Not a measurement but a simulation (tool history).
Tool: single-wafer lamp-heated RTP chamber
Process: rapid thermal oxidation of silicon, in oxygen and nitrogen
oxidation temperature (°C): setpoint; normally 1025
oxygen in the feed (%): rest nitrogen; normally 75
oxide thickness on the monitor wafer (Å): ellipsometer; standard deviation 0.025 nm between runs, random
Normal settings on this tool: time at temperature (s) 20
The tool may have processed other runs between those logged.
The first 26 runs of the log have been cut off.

run,hour,oxidation temperature (°C),time at temperature (s),oxygen in the feed (%),wafers since the last listed run,wafers since the last pyrometer calibration,hours since the oxygen flow controller was replaced,hours since the gauge calibration,"read-back reference wafer on the same gauge, thickness",oxide thickness on the monitor wafer (Å)
27,670.8,1033,14,75,157,3916,264.6,464.9,4.835,39.83
# hour 694.0: pyrometer window cleaned and pyrometer calibrated
28,694.5,1033,20,90,85,2,288.3,488.6,4.837,47.31
29,723.1,1025,27,50,156,158,316.9,517.2,4.840,41.26
30,745.3,1025,25,98,121,279,339.1,539.4,4.839,50.64
31,773.9,1025,16,86,156,435,367.7,568.0,4.831,40.40
32,805.2,1049,16,75,170,606,399.0,599.3,4.843,44.85
33,831.0,1025,20,75,140,747,424.8,625.1,4.844,42.66
34,861.3,1025,23,98,165,913,455.1,655.4,4.833,49.01
35,885.9,1025,20,75,134,1047,479.7,680.0,4.832,42.12
36,920.6,998,20,75,189,1236,514.4,714.7,4.842,35.49

Run 37 is up next; what results do you expect?
37,940.6,1002,29,50,109,1346,534.4,734.7,?,?

read-back reference wafer on the same gauge, thickness: 4.844
oxide thickness on the monitor wafer (Å): 37.34
With no hidden state in the tool, this same run would have given oxide thickness on the monitor wafer (Å) 36.90.
